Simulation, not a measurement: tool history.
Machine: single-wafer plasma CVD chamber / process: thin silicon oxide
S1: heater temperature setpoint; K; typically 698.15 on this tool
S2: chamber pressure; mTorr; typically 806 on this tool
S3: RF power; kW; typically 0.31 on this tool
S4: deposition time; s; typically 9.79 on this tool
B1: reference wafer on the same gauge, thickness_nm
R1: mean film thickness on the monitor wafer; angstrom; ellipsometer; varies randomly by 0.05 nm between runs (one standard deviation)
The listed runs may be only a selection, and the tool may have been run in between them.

run 1 hour=0 | S1=698.15 S2=806 S3=0.31 S4=9.79 | B1=17.525 | R1=174.27
run 2 hour=101.5 | S1=698.15 S2=806 S3=0.335 S4=9.79 | B1=17.435 | R1=180.7
run 3 hour=185 | S1=698.15 S2=806 S3=0.31 S4=9.79 | B1=17.391 | R1=172.38
run 4 hour=259.8 | S1=698.15 S2=806 S3=0.31 S4=9.79 | B1=17.362 | R1=171.72
run 5 hour=344.9 | S1=698.15 S2=806 S3=0.31 S4=9.79 | B1=17.331 | R1=172.17
run 6 hour=399 | S1=698.15 S2=806 S3=0.31 S4=9.79 | B1=17.308 | R1=171.8
run 7 hour=454.2 | S1=698.15 S2=660 S3=0.31 S4=9.79 | B1=17.291 | R1=139.62
-- hour=513.2 capacitance manometer re-zeroed and calibrated
run 8 hour=622.1 | S1=698.15 S2=660 S3=0.31 S4=9.79 | B1=17.263 | R1=138.81
run 9 hour=669.7 | S1=698.15 S2=806 S3=0.33 S4=9.79 | B1=17.269 | R1=177.45
run 10 hour=725.9 | S1=706.15 S2=806 S3=0.31 S4=8.31 | B1=17.259 | R1=144.26
run 11 hour=790.4 | S1=698.15 S2=909 S3=0.25 S4=9.79 | B1=17.243 | R1=166.63
-- hour=803.3 gauge calibrated
run 12 hour=880.8 | S1=698.15 S2=806 S3=0.31 S4=9.79 | B1=17.502 | R1=173.24
-- hour=924.7 showerhead replaced
run 13 hour=925.6 | S1=710.15 S2=995 S3=0.31 S4=8.48 | B1=17.464 | R1=178.7
run 14 hour=990.2 | S1=698.15 S2=806 S3=0.31 S4=9.79 | B1=17.405 | R1=172
run 15 hour=1084.6 | S1=713.15 S2=711 S3=0.31 S4=9.79 | B1=17.359 | R1=149.5
-- hour=1095.5 RF generator calibrated
-- hour=1109.3 thermocouple changed; heater temperature recalibrated
run 16 hour=1191.1 | S1=698.15 S2=806 S3=0.31 S4=8.18 | B1=17.321 | R1=143.69
run 17 hour=1298.7 | S1=710.15 S2=806 S3=0.31 S4=9.79 | B1=17.281 | R1=170.11
run 18 hour=1531.7 | S1=698.15 S2=806 S3=0.31 S4=9.79 | B1=17.255 | R1=171.21
-- hour=1543.2 capacitance manometer re-zeroed and calibrated
run 19 hour=1592.9 | S1=687.15 S2=806 S3=0.31 S4=10.74 | B1=17.254 | R1=188.57

Results per run with the tool's hidden condition removed, run-to-run variation unchanged:
Hidden conditions of the tool in this case: wafer temperature above the value expected at the setpoint (K); delivered RF power above the setpoint (%); true pressure above the setpoint (%); gauge reads high (%).
run=1 R1=175
run=2 R1=182.36
run=3 R1=174.48
run=4 R1=174.16
run=5 R1=174.92
run=6 R1=174.7
run=7 R1=142.07
run=8 R1=141.46
run=9 R1=180.89
run=10 R1=147.1
run=11 R1=169.96
run=12 R1=174.22
run=13 R1=180.11
run=14 R1=173.84
run=15 R1=151.56
run=16 R1=146.01
run=17 R1=173.15
run=18 R1=174.62
run=19 R1=192.39
